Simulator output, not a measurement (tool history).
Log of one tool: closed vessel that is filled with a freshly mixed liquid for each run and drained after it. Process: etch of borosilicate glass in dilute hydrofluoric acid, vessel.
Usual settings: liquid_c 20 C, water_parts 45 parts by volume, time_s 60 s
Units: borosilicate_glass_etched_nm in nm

run,day,liquid_c,water_parts,time_s,wafers since the last listed run,hours since the thermometer was replaced,hours since the hydrofluoric acid flow meter was replaced,hours since the gauge calibration,"read-back film thickness of the borosilicate glass reference wafer, read on the same gauge (nm)",borosilicate_glass_etched_nm
1,0,20,45,40,0,2603.5,2441.7,210.5,30.01,20.43
2,0.525,20,45,60,1130,2616.1,2454.3,223.1,30.01,30.73
3,0.904,20,45,60,816,2625.2,2463.4,232.2,30.03,30.53
4,2.229,20,45,60,2854,2657,2495.2,264,29.98,30.5
# day 2.321: thermometer replaced
5,2.917,20,45,60,1391,14.3,2511.7,280.5,29.98,30.67
6,3.442,20,45,60,1130,26.9,2524.3,293.1,29.99,30.5
7,3.879,20,40,60,942,37.4,2534.8,303.6,29.98,34.64
# day 4.012: gauge calibrated
8,4.154,20,40,60,592,44,2541.4,3.4,29.99,34.62
9,4.612,20,40,60,987,55,2552.4,14.4,30.02,34.69
10,5.329,20,45,70,1543,72.2,2569.6,31.6,30.01,35.62
11,5.679,22.5,40,75,753,80.6,2578,40,30.01,48.13
12,5.971,20,45,60,628,87.6,2585,47,30.01,30.52
13,6.379,20,50,60,879,97.4,2594.8,56.8,30.02,27.25
14,6.783,20,45,60,870,107.1,2604.5,66.5,30.01,30.54
15,7.396,22,50,60,1319,121.8,2619.2,81.2,30,29.82
16,8.046,17.5,45,30,1400,137.4,2634.8,96.8,30.02,13.75
# day 8.371: hydrofluoric acid flow meter replaced
17,8.55,20,45,60,996,149.5,4.3,108.9,29.96,28.19
18,8.917,17,55,90,789,158.3,13.1,117.7,30.02,30.08
19,9.2,17.5,55,60,610,165.1,19.9,124.5,29.94,20.43
20,9.654,20,45,60,978,176,30.8,135.4,29.98,28.15
21,10.304,20,45,70,1400,191.6,46.4,151,29.99,32.65
22,10.742,20,45,60,942,202.1,56.9,161.5,30.01,28.18
23,11.029,20,45,60,619,209,63.8,168.4,30,28.25
24,11.642,20,55,90,1319,223.7,78.5,183.1,30.02,34
25,11.992,22,45,30,753,232.1,86.9,191.5,30.01,15.21
26,12.346,20,45,60,762,240.6,95.4,200,30.03,27.99
27,13.004,18,50,35,1418,256.4,111.2,215.8,29.96,13.43
28,13.708,21.5,60,30,1516,273.3,128.1,232.7,29.96,10.93
# day 13.788: hydrofluoric acid flow meter replaced, repeated, since the last time left the tool worse
29,14.229,18,30,45,1032,285.8,10.6,245.2,30,35.14
30,14.5,22,40,60,583,292.3,17.1,251.7,30,40.86
31,14.808,20,55,60,664,299.7,24.5,259.1,30,26.89
32,15.346,20,45,60,1157,312.6,37.4,272,30.01,33.21
33,16.092,24,45,60,1606,330.5,55.3,289.9,30.01,39.31
34,16.458,23,35,70,789,339.3,64.1,298.7,29.99,57.14

Measured less the same run without the tool's hidden state. The same run-to-run variation is in both; the gauge's scatter may not be:
The hidden state here: liquid hotter than its thermometer reads (K); hydrofluoric acid flow below the setpoint (%); gauge reads high (%).
run,borosilicate_glass_etched_nm
1,-1.95
2,-2.96
3,-2.94
4,-2.98
5,-3.02
6,-3.01
7,-3.42
8,-3.41
9,-3.45
10,-3.58
11,-4.83
12,-3.08
13,-2.78
14,-3.1
15,-3.08
16,-1.41
17,-5.4
18,-5.81
19,-3.96
20,-5.42
21,-6.31
22,-5.46
23,-5.48
24,-6.7
25,-2.97
26,-5.47
27,-2.65
28,-2.19
29,-0.48
30,-0.57
31,-0.39
32,-0.49
33,-0.6
34,-0.89

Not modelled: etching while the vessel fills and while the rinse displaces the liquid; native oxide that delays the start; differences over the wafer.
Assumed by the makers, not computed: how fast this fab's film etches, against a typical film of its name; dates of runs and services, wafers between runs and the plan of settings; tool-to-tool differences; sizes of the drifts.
